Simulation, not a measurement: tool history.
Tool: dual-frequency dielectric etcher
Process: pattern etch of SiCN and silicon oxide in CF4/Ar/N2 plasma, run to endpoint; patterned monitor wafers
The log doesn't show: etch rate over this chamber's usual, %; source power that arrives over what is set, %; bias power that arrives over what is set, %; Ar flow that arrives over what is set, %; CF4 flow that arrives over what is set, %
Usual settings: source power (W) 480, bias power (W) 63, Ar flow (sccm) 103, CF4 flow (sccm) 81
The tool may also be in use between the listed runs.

run,hour,source power (W),bias power (W),Ar flow (sccm),CF4 flow (sccm),wafers since the last listed run,hours since the last wet clean,hours since the last source power generator calibration,hours since the last bias power generator calibration,hours since the last Ar flow controller change,hours since the last CF4 flow controller change,hours since the last upper electrode change,"incoming incoming film thickness, nm",endpoint time (s)
1,0.0,480,63,103,81,0,219.1,3600.5,2273.9,3233.7,43.4,30.2,13.62,13.8
2,35.1,480,63,103,81,588,254.2,3635.6,2309.0,3268.8,78.5,65.3,13.74,13.9
3,47.7,480,63,103,81,211,266.8,3648.2,2321.6,3281.4,91.1,77.9,13.79,14.0
4,67.9,480,63,103,81,338,287.0,3668.4,2341.8,3301.6,111.3,98.1,13.75,13.9
5,98.7,480,63,103,81,516,317.8,3699.2,2372.6,3332.4,142.1,128.9,13.67,13.8
6,125.5,480,57,103,81,449,344.6,3726.0,2399.4,3359.2,168.9,155.7,13.81,14.1
7,150.4,480,63,103,81,417,369.5,3750.9,2424.3,3384.1,193.8,180.6,13.66,13.6
8,166.1,440,76,90,90,263,385.2,3766.6,2440.0,3399.8,209.5,196.3,13.73,13.6
9,188.1,380,63,95,100,369,407.2,3788.6,2462.0,3421.8,231.5,218.3,13.62,15.4
10,206.5,430,63,121,95,308,425.6,3807.0,2480.4,3440.2,249.9,236.7,13.68,14.7
11,221.4,480,63,114,81,249,440.5,3821.9,2495.3,3455.1,264.8,251.6,13.90,14.0
# hour 237.4: Ar flow controller replaced
12,251.8,480,63,103,81,409,470.9,3852.3,2525.7,14.4,295.2,282.0,13.81,13.7
13,286.7,480,63,89,81,585,505.8,3887.2,2560.6,49.3,330.1,316.9,13.69,13.2
# hour 311.8: wet clean of the chamber
# hour 314.2: bias power generator calibrated
# hour 318.3: source power generator calibrated
14,320.5,480,70,77,81,55,8.7,2.2,6.3,83.1,363.9,350.7,13.75,13.1
15,338.5,480,63,129,81,301,26.7,20.2,24.3,101.1,381.9,368.7,13.67,14.7
16,364.6,480,63,103,81,437,52.8,46.3,50.4,127.2,408.0,394.8,13.60,14.0
17,387.5,480,49,103,93,384,75.7,69.2,73.3,150.1,430.9,417.7,13.70,14.3
18,421.3,390,69,79,81,567,109.5,103.0,107.1,183.9,464.7,451.5,13.77,15.5
19,450.6,560,50,96,86,491,138.8,132.3,136.4,213.2,494.0,480.8,13.63,12.6
20,479.7,480,63,103,81,488,167.9,161.4,165.5,242.3,523.1,509.9,13.56,13.9
21,508.9,480,63,103,81,489,197.1,190.6,194.7,271.5,552.3,539.1,13.62,14.0
22,544.0,480,58,103,64,588,232.2,225.7,229.8,306.6,587.4,574.2,13.69,15.1
23,567.4,480,63,110,81,392,255.6,249.1,253.2,330.0,610.8,597.6,13.67,14.0

5 ways to go on from here, each from the tool as it stands after run 23. What would each give?
A,567.8,480,63,124,81,6,256.0,249.5,253.6,330.4,611.2,598.0,13.62,?
B,567.8,550,49,94,81,6,256.0,249.5,253.6,330.4,611.2,598.0,13.62,?
C,567.8,410,63,127,81,6,256.0,249.5,253.6,330.4,611.2,598.0,13.62,?
D,567.8,380,67,103,64,6,256.0,249.5,253.6,330.4,611.2,598.0,13.62,?
E,567.8,380,72,103,81,6,256.0,249.5,253.6,330.4,611.2,598.0,13.62,?

run,endpoint time (s)
A,14.3
B,12.8
C,16.1
D,17.2
E,16.0
Without the tool's hidden state the same runs would have given:
run,endpoint time (s)
A,14.5
B,13.0
C,16.4
D,17.5
E,16.3
